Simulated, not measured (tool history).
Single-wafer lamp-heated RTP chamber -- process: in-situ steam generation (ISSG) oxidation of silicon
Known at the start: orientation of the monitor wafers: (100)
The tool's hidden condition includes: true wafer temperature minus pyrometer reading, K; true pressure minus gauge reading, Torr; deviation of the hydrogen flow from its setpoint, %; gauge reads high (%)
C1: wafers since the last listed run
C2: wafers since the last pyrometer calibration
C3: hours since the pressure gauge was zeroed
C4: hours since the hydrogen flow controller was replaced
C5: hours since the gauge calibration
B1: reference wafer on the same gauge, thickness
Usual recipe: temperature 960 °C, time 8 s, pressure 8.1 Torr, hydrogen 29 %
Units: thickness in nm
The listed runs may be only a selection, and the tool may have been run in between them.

Run 1, hour 0: usual settings; C1 0; C2 3650; C3 936.7; C4 3093.5; C5 400.3; B1 3.74. Result: thickness 3.624 nm.
Run 2, hour 67.6: usual settings; C1 428; C2 4079; C3 1004.3; C4 3161.1; C5 467.9; B1 3.739. Result: thickness 3.615 nm.
Run 3, hour 122.3: usual settings; C1 347; C2 4426; C3 1059; C4 3215.8; C5 522.6; B1 3.74. Result: thickness 3.618 nm.
Run 4, hour 209.3: usual settings; C1 552; C2 4979; C3 1146; C4 3302.8; C5 609.6; B1 3.739. Result: thickness 3.585 nm.
Run 5, hour 298.8: usual settings but hydrogen 22 %; C1 567; C2 5546; C3 1235.5; C4 3392.3; C5 699.1; B1 3.744. Result: thickness 3.327 nm.
At hour 309: pyrometer window cleaned and pyrometer calibrated.
Run 6, hour 385.1: usual settings but hydrogen 22 %; C1 496; C2 482; C3 1321.8; C4 3478.6; C5 785.4; B1 3.737. Result: thickness 3.36 nm.
Run 7, hour 456.2: usual settings but hydrogen 22 %; C1 451; C2 933; C3 1392.9; C4 3549.7; C5 856.5; B1 3.736. Result: thickness 3.359 nm.
Run 8, hour 512.4: usual settings; C1 356; C2 1290; C3 1449.1; C4 3605.9; C5 912.7; B1 3.737. Result: thickness 3.619 nm.
At hour 561.4: pyrometer window cleaned and pyrometer calibrated, repeated, since the last time left the tool worse.
Run 9, hour 604.8: usual settings but pressure 8.8 Torr; C1 535; C2 275; C3 1541.5; C4 3698.3; C5 1005.1; B1 3.74. Result: thickness 3.524 nm.
Run 10, hour 660: usual settings but pressure 8.8 Torr; C1 350; C2 625; C3 1596.7; C4 3753.5; C5 1060.3; B1 3.739. Result: thickness 3.561 nm.
Run 11, hour 701.7: usual settings but hydrogen 26 %; C1 264; C2 890; C3 1638.4; C4 3795.2; C5 1102; B1 3.742. Result: thickness 3.457 nm.
Run 12, hour 757.8: usual settings but hydrogen 26 %; C1 356; C2 1246; C3 1694.5; C4 3851.3; C5 1158.1; B1 3.742. Result: thickness 3.443 nm.
Run 13, hour 829.9: usual settings; C1 457; C2 1703; C3 1766.6; C4 3923.4; C5 1230.2; B1 3.738. Result: thickness 3.593 nm.
Run 14, hour 874.7: usual settings but pressure 7 Torr, hydrogen 22 %; C1 284; C2 1987; C3 1811.4; C4 3968.2; C5 1275; B1 3.739. Result: thickness 3.313 nm.
Run 15, hour 917.3: usual settings but temperature 953 °C, pressure 6.9 Torr, hydrogen 32 %; C1 270; C2 2258; C3 1854; C4 4010.8; C5 1317.6; B1 3.74. Result: thickness 3.653 nm.
Run 16, hour 964.4: usual settings but time 6 s, hydrogen 20 %; C1 298; C2 2557; C3 1901.1; C4 4057.9; C5 1364.7; B1 3.743. Result: thickness 2.915 nm.
At hour 1002.5: pressure gauge zeroed.
Run 17, hour 1045.2: usual settings but temperature 951 °C, hydrogen 20 %; C1 461; C2 3019; C3 42.7; C4 4138.7; C5 1445.5; B1 3.74. Result: thickness 3.182 nm.
Run 18, hour 1139.2: usual settings but pressure 9.4 Torr, hydrogen 26 %; C1 596; C2 3615; C3 136.7; C4 4232.7; C5 1539.5; B1 3.742. Result: thickness 3.428 nm.
Run 19, hour 1176.3: usual settings but pressure 8.8 Torr; C1 235; C2 3851; C3 173.8; C4 4269.8; C5 1576.6; B1 3.74. Result: thickness 3.582 nm.
At hour 1210.3: gauge calibrated.
Run 20, hour 1220.1: usual settings but time 7 s; C1 277; C2 4128; C3 217.6; C4 4313.6; C5 9.8; B1 3.742. Result: thickness 3.452 nm.
At hour 1291.2: hydrogen flow controller replaced.
Run 21, hour 1475.9: usual settings but time 11 s, pressure 7.7 Torr, hydrogen 32 %; C1 1572; C2 5701; C3 473.4; C4 184.7; C5 265.6; B1 3.738. Result: thickness 4.19 nm.
Run 22, hour 1531.3: usual settings but temperature 971 °C, time 6 s, pressure 7 Torr, hydrogen 32 %; C1 351; C2 6053; C3 528.8; C4 240.1; C5 321; B1 3.74. Result: thickness 3.491 nm.
At hour 1552.7: pyrometer window cleaned and pyrometer calibrated.
Run 23, hour 1599.1: usual settings but temperature 945 °C, hydrogen 26 %; C1 379; C2 294; C3 596.6; C4 307.9; C5 388.8; B1 3.742. Result: thickness 3.334 nm.
Run 24, hour 1642.4: usual settings; C1 274; C2 569; C3 639.9; C4 351.2; C5 432.1; B1 3.74. Result: thickness 3.585 nm.
Run 25, hour 1701.9: usual settings but hydrogen 23 %; C1 377; C2 946; C3 699.4; C4 410.7; C5 491.6; B1 3.741. Result: thickness 3.356 nm.

What the log doesn't show, run by run:
true pressure minus gauge reading, Torr: 0 on each run
deviation of the hydrogen flow from its setpoint, %: 0 on each run
gauge reads high (%): 0 on each run
H1: true wafer temperature minus pyrometer reading, K
run    H1
  1   5.5
  2  5.72
  3  5.87
  4  6.07
  5  6.23
  6  10.9
  7  11.9
  8  12.6
  9  1.97
 10  2.84
 11  3.41
 12  4.08
 13  4.79
 14  5.17
 15  5.48
 16  5.78
 17  6.22
 18  6.61
 19  6.74
 20  6.87
 21  7.39
 22  7.46
 23  1.76
 24  2.45
 25  3.27
